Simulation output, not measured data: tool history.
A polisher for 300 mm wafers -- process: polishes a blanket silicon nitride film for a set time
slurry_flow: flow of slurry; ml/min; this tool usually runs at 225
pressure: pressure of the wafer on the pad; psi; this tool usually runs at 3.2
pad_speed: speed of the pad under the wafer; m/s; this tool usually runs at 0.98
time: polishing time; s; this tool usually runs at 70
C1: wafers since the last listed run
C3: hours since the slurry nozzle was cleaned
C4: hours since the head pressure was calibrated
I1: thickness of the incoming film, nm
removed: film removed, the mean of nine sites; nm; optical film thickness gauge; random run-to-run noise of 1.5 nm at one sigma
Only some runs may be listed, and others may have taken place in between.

run 1 hour=0.0 | slurry_flow=225 pressure=3.2 pad_speed=0.98 time=70 | C1=0 wafers_polished_on_this_pad=659 C3=678.6 C4=895.5 | I1=908.1 | removed=115.0
run 2 hour=10.5 | slurry_flow=225 pressure=3.2 pad_speed=0.98 time=70 | C1=102 wafers_polished_on_this_pad=762 C3=689.1 C4=906.0 | I1=913.8 | removed=114.8
run 3 hour=25.2 | slurry_flow=225 pressure=3.2 pad_speed=0.98 time=70 | C1=143 wafers_polished_on_this_pad=906 C3=703.8 C4=920.7 | I1=904.0 | removed=110.0
run 4 hour=34.8 | slurry_flow=225 pressure=3.2 pad_speed=0.98 time=70 | C1=93 wafers_polished_on_this_pad=1000 C3=713.4 C4=930.3 | I1=890.2 | removed=111.4
run 5 hour=52.0 | slurry_flow=225 pressure=3.2 pad_speed=1.08 time=70 | C1=168 wafers_polished_on_this_pad=1169 C3=730.6 C4=947.5 | I1=926.0 | removed=117.7
run 6 hour=65.2 | slurry_flow=225 pressure=3.2 pad_speed=1.08 time=70 | C1=129 wafers_polished_on_this_pad=1298 C3=743.8 C4=960.7 | I1=927.0 | removed=115.9
-- hour=72.6 worn pad replaced by a new one
run 7 hour=81.0 | slurry_flow=225 pressure=3.2 pad_speed=1.08 time=70 | C1=115 wafers_polished_on_this_pad=82 C3=759.6 C4=976.5 | I1=926.4 | removed=126.5
run 8 hour=91.7 | slurry_flow=205 pressure=3.2 pad_speed=0.98 time=70 | C1=104 wafers_polished_on_this_pad=187 C3=770.3 C4=987.2 | I1=922.2 | removed=112.0
-- hour=103.7 head pressure recalibrated
run 9 hour=104.2 | slurry_flow=250 pressure=3.2 pad_speed=0.98 time=70 | C1=102 wafers_polished_on_this_pad=290 C3=782.8 C4=0.5 | I1=915.1 | removed=116.5

Run 10 has not been measured yet. What should we expect?
run 10 hour=113.2 | slurry_flow=195 pressure=4.2 pad_speed=1.22 time=91 | C1=88 wafers_polished_on_this_pad=378 C3=791.8 C4=9.5 | I1=916.5 | removed=?

removed: 224.2 nm
Take away the tool's hidden state, keep the run-to-run variation as it was, and the same run would have given removed 230.7 nm.

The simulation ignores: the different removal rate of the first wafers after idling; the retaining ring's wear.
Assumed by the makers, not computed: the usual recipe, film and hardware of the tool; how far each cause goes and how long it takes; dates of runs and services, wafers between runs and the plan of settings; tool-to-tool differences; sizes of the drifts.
